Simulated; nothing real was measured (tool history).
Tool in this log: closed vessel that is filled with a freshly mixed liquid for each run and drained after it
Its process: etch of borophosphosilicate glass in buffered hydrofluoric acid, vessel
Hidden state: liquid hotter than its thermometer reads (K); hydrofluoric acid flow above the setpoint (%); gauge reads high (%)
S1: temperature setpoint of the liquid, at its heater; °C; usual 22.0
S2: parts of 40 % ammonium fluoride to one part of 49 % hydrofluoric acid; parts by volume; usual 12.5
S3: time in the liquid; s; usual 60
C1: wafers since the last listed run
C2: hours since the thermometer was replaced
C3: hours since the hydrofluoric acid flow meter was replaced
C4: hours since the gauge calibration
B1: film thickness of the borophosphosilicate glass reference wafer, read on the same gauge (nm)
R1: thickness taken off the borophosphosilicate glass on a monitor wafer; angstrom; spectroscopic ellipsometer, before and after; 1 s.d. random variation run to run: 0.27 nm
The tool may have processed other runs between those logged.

run,hour,S1,S2,S3,C1,C2,C3,C4,B1,R1
1,0.0,22.0,15.5,80,0,164.8,214.5,255.6,100.04,563.9
2,30.0,22.0,12.5,35,3196,194.8,244.5,285.6,99.99,300.5
3,50.3,22.0,12.5,35,2162,215.1,264.8,305.9,99.93,300.4
# hour 55.2: gauge calibrated
4,84.2,22.0,12.5,35,3611,249.0,298.7,29.0,99.98,302.2
5,97.0,23.5,12.5,60,1363,261.8,311.5,41.8,99.99,559.9
6,114.4,22.0,12.5,70,1853,279.2,328.9,59.2,100.01,609.9
7,133.9,22.0,12.5,70,2077,298.7,348.4,78.7,100.03,604.8
8,157.8,22.0,12.5,70,2546,322.6,372.3,102.6,100.03,608.7
9,172.5,22.0,12.5,85,1566,337.3,387.0,117.3,100.00,733.2
10,203.9,22.0,12.5,85,3345,368.7,418.4,148.7,99.97,741.0
11,237.7,22.0,12.5,80,3601,402.5,452.2,182.5,99.99,696.2
12,254.6,22.0,12.5,80,1800,419.4,469.1,199.4,100.01,697.8
13,274.1,25.5,14.0,60,2077,438.9,488.6,218.9,100.02,568.7
# hour 275.7: thermometer replaced
# hour 286.5: hydrofluoric acid flow meter replaced
14,292.7,22.0,12.5,45,1768,17.0,6.2,237.5,100.04,387.0
15,328.5,24.0,9.0,60,3814,52.8,42.0,273.3,99.98,772.5
16,344.9,19.5,12.5,30,1747,69.2,58.4,289.7,100.02,223.7
17,379.4,22.0,16.5,60,3675,103.7,92.9,324.2,99.95,392.9
18,406.2,22.0,9.5,90,2855,130.5,119.7,351.0,100.02,991.1
# hour 423.5: gauge calibrated
19,438.1,17.5,12.5,75,3398,162.4,151.6,14.6,99.96,503.0
20,456.0,17.5,7.5,85,1907,180.3,169.5,32.5,99.95,921.8
21,477.6,19.0,10.0,60,2301,201.9,191.1,54.1,100.04,542.2
22,508.1,22.0,12.5,60,3249,232.4,221.6,84.6,100.00,517.9
23,530.6,22.0,9.5,90,2397,254.9,244.1,107.1,99.98,995.2
24,547.1,18.0,12.5,30,1758,271.4,260.6,123.6,99.99,209.4
25,578.6,17.5,12.5,70,3356,302.9,292.1,155.1,100.02,473.4
26,591.9,22.0,12.5,60,1417,316.2,305.4,168.4,99.98,522.8
27,611.9,19.0,11.0,60,2130,336.2,325.4,188.4,99.97,497.0

Take each entry between the runs: how does the hidden state at the last listed run before it differ from the hidden state at the first listed run after it?
Runs 3 to 4: gauge calibrated (hour 55.2)
  hydrofluoric acid flow above the setpoint (%): 1.37 -> 1.52
  the result without the hidden state subtracted from the measured one, R1: +4.0 -> +4.4 angstrom
Runs 13 to 14: thermometer replaced (hour 275.7); hydrofluoric acid flow meter replaced (hour 286.5)
  hydrofluoric acid flow above the setpoint (%): 2.33 -> 0.274
  the result without the hidden state subtracted from the measured one, R1: +12.7 -> +1.0 angstrom
Runs 18 to 19: gauge calibrated (hour 423.5)
  hydrofluoric acid flow above the setpoint (%): 0.758 -> 0.894
  the result without the hidden state subtracted from the measured one, R1: +4.8 -> +4.4 angstrom
